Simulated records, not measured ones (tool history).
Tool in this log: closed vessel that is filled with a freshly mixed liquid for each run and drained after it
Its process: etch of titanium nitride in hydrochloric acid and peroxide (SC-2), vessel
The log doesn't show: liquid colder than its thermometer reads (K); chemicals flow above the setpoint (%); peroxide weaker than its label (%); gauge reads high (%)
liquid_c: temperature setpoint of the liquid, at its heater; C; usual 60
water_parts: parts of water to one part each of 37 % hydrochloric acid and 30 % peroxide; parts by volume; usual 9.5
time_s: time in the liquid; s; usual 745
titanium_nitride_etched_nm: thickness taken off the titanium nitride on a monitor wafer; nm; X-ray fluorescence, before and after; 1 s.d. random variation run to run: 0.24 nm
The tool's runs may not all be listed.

| run | hour | liquid_c | water_parts | time_s | wafers since the last listed run | hours since the thermometer was replaced | hours since the chemicals flow meter was replaced | hours since the drum of peroxide was connected | hours since the gauge calibration | read-back film thickness of the titanium nitride reference wafer, read on the same gauge (nm) | titanium_nitride_etched_nm |
|---|---|---|---|---|---|---|---|---|---|---|---|
| 1 | 0 | 60 | 9.5 | 745 | 0 | 501.5 | 700.7 | 186.3 | 1453.6 | 80 | 35.74 |
| 2 | 43.9 | 60 | 9.5 | 745 | 3914 | 545.4 | 744.6 | 230.2 | 1497.5 | 80.03 | 35.39 |
| 3 | 128.5 | 60 | 9.5 | 745 | 7544 | 630 | 829.2 | 314.8 | 1582.1 | 79.98 | 34.98 |
|  | 192.8 | thermometer replaced |
| 4 | 209.1 | 60 | 9.5 | 745 | 7098 | 16.3 | 909.8 | 395.4 | 1662.7 | 80 | 37.19 |
| 5 | 314.6 | 64.5 | 9.5 | 745 | 9407 | 121.8 | 1015.3 | 500.9 | 1768.2 | 79.99 | 48.44 |
| 6 | 388.8 | 60 | 9.5 | 745 | 6616 | 196 | 1089.5 | 575.1 | 1842.4 | 79.99 | 36.32 |
| 7 | 447.2 | 60 | 9.5 | 745 | 5207 | 254.4 | 1147.9 | 633.5 | 1900.8 | 80.01 | 35.77 |
| 8 | 534.8 | 60 | 9.5 | 745 | 7811 | 342 | 1235.5 | 721.1 | 1988.4 | 79.99 | 35.25 |
|  | 614.2 | gauge calibrated |
| 9 | 627 | 60 | 9.5 | 745 | 8221 | 434.2 | 1327.7 | 813.3 | 12.8 | 80.03 | 35.01 |
| 10 | 710.3 | 60 | 9.5 | 745 | 7428 | 517.5 | 1411 | 896.6 | 96.1 | 80.02 | 34.47 |
| 11 | 754.6 | 60 | 9.5 | 745 | 3950 | 561.8 | 1455.3 | 940.9 | 140.4 | 80.03 | 33.96 |
| 12 | 800.9 | 60 | 8 | 745 | 4128 | 608.1 | 1501.6 | 987.2 | 186.7 | 79.98 | 39.2 |
|  | 843.9 | thermometer replaced |
| 13 | 900.5 | 60 | 8 | 745 | 8792 | 56.6 | 1601.2 | 1086.8 | 286.3 | 80.03 | 40.45 |
| 14 | 948.6 | 56 | 5 | 745 | 4289 | 104.7 | 1649.3 | 1134.9 | 334.4 | 80.01 | 45.65 |
| 15 | 999.2 | 60 | 6.5 | 1000 | 4512 | 155.3 | 1699.9 | 1185.5 | 385 | 79.99 | 63.62 |
|  | 1015.1 | chemicals flow meter replaced |
| 16 | 1073.9 | 60 | 9.5 | 745 | 6572 | 230 | 58.8 | 1260.2 | 459.7 | 79.96 | 34.28 |
|  | 1110 | new drum of peroxide connected |
| 17 | 1130.5 | 63.5 | 11 | 1045 | 4958 | 286.6 | 115.4 | 20.5 | 516.3 | 80.01 | 56.43 |
| 18 | 1197.7 | 60 | 9.5 | 745 | 5992 | 353.8 | 182.6 | 87.7 | 583.5 | 79.98 | 36.61 |
| 19 | 1269.4 | 67.5 | 6 | 325 | 6393 | 425.5 | 254.3 | 159.4 | 655.2 | 79.97 | 36.37 |
| 20 | 1315.8 | 60 | 12 | 1050 | 4137 | 471.9 | 300.7 | 205.8 | 701.6 | 80.01 | 41.79 |
| 21 | 1416.7 | 60 | 9.5 | 865 | 8997 | 572.8 | 401.6 | 306.7 | 802.5 | 79.99 | 40.89 |
|  | 1479.8 | thermometer replaced |
| 22 | 1510.7 | 54 | 9.5 | 335 | 8293 | 30.9 | 495.6 | 400.7 | 896.5 | 79.96 | 11.35 |
| 23 | 1598.4 | 60 | 9.5 | 1105 | 7820 | 118.6 | 583.3 | 488.4 | 984.2 | 79.96 | 53.57 |
| 24 | 1653.6 | 60 | 9.5 | 745 | 4922 | 173.8 | 638.5 | 543.6 | 1039.4 | 80 | 36.4 |
| 25 | 1739.3 | 60 | 12 | 745 | 7642 | 259.5 | 724.2 | 629.3 | 1125.1 | 79.98 | 29.75 |
| 26 | 1842.8 | 68 | 9.5 | 745 | 9229 | 363 | 827.7 | 732.8 | 1228.6 | 80 | 58.03 |

The logged runs with the hidden state left out (each run's random variation unchanged):
| run | titanium_nitride_etched_nm |
|---|---|
| 1 | 38.07 |
| 2 | 37.93 |
| 3 | 37.92 |
| 4 | 38.36 |
| 5 | 50.71 |
| 6 | 38.43 |
| 7 | 38.17 |
| 8 | 38.09 |
| 9 | 38.33 |
| 10 | 38.18 |
| 11 | 37.86 |
| 12 | 43.95 |
| 13 | 43.34 |
| 14 | 49.09 |
| 15 | 69.02 |
| 16 | 37.69 |
| 17 | 58.38 |
| 18 | 38.27 |
| 19 | 38.32 |
| 20 | 44.43 |
| 21 | 44.07 |
| 22 | 11.75 |
| 23 | 56.13 |
| 24 | 38.43 |
| 25 | 31.81 |
| 26 | 62.84 |
